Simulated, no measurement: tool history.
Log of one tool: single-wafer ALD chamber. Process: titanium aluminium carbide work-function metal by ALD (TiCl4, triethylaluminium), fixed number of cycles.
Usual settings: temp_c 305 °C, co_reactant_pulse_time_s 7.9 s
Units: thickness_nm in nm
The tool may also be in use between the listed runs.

run	day	temp_c	co_reactant_pulse_time_s	wafers since the last listed run	hours since the last thermocouple change	hours since the last triethylaluminium bottle change	hours since the showerhead was replaced	hours since the gauge calibration	read-back reference wafer on the same gauge, thickness_nm	thickness_nm
1	0	305	7.9	0	1105.6	372.8	4483.2	504.7	2.008	1.84
2	0.938	305	7.9	411	1128.1	395.3	4505.7	527.2	2.009	1.823
3	1.892	305	7.9	418	1151	418.2	4528.6	550.1	2.009	1.84
4	2.9	305	7.9	442	1175.2	442.4	4552.8	574.3	2.011	1.832
5	3.575	305	7.9	296	1191.4	458.6	4569	590.5	2.011	1.834
6	4.725	305	7.9	504	1219	486.2	4596.6	618.1	2.011	1.827
7	5.488	305	7.9	334	1237.3	504.5	4614.9	636.4	2.012	1.83
8	6.871	305	7.9	607	1270.5	537.7	4648.1	669.6	2.009	1.825
9	7.796	305	7.9	406	1292.7	559.9	4670.3	691.8	2.011	1.824
# day 8.167: triethylaluminium bottle replaced
10	8.825	305	7.9	305	1317.4	15.8	4695	716.5	2.008	1.829
11	12.592	305	7.9	1653	1407.8	106.2	4785.4	806.9	2.011	1.832
12	13.208	305	7.9	270	1422.6	121	4800.2	821.7	2.01	1.827
# day 14.388: showerhead replaced, of another model than before
13	14.408	305	7.9	380	1451.4	149.8	0.5	850.5	2.012	1.835
14	15.146	305	7.9	323	1469.1	167.5	18.2	868.2	2.01	1.838
# day 16.071: gauge calibrated
15	16.138	305	7.9	435	1492.9	191.3	42	1.6	2.011	1.829
16	16.929	301	6.45	347	1511.9	210.3	61	20.6	2.01	1.738
17	17.525	305	7.9	261	1526.2	224.6	75.3	34.9	2.01	1.834
18	18.925	310	4.79	614	1559.8	258.2	108.9	68.5	2.01	1.725
19	19.912	291	10.16	433	1583.5	281.9	132.6	92.2	2.01	1.748
20	20.767	305	7.9	374	1604	302.4	153.1	112.7	2.01	1.827
21	22.071	300	9.21	572	1635.3	333.7	184.4	144	2.011	1.812
# day 23.017: thermocouple changed; heater temperature recalibrated
22	23.121	305	7.9	314	2.5	358.9	209.6	169.2	2.011	1.893
23	24.475	291	9.18	594	35	391.4	242.1	201.7	2.012	1.784
24	25.258	311	5.51	343	53.8	410.2	260.9	220.5	2.012	1.828
25	26.525	295	5.01	556	84.2	440.6	291.3	250.9	2.009	1.651
26	27.417	299	9.38	391	105.6	462	312.7	272.3	2.01	1.859
27	28.721	305	10.37	572	136.9	493.3	344	303.6	2.01	1.937
28	29.6	317	7.1	385	158	514.4	365.1	324.7	2.01	1.948
# day 29.967: triethylaluminium bottle replaced
29	30.121	301	6.71	82	170.5	3.7	377.6	337.2	2.011	1.779
30	34.096	305	7.9	1745	265.9	99.1	473	432.6	2.008	1.868
31	34.904	305	10.15	354	285.3	118.5	492.4	452	2.011	1.918
32	36.258	298	10.35	594	317.8	151	524.9	484.5	2.011	1.864
33	37.554	305	5.14	568	348.9	182.1	556	515.6	2.01	1.736

What the log doesn't show, run by run:
triethylaluminium dose above that of a fresh bottle (%): 0 in every run
gauge reads high (%): 0 in every run
H1: wafer temperature above the value expected at the setpoint (K)
run	H1
1	-6.37
2	-6.4
3	-6.43
4	-6.46
5	-6.48
6	-6.51
7	-6.53
8	-6.56
9	-6.58
10	-6.61
11	-6.68
12	-6.69
13	-6.71
14	-6.73
15	-6.74
16	-6.75
17	-6.76
18	-6.78
19	-6.79
20	-6.8
21	-6.82
22	-0.516
23	-0.911
24	-1.13
25	-1.46
26	-1.69
27	-2
28	-2.19
29	-2.31
30	-3.09
31	-3.23
32	-3.45
33	-3.65
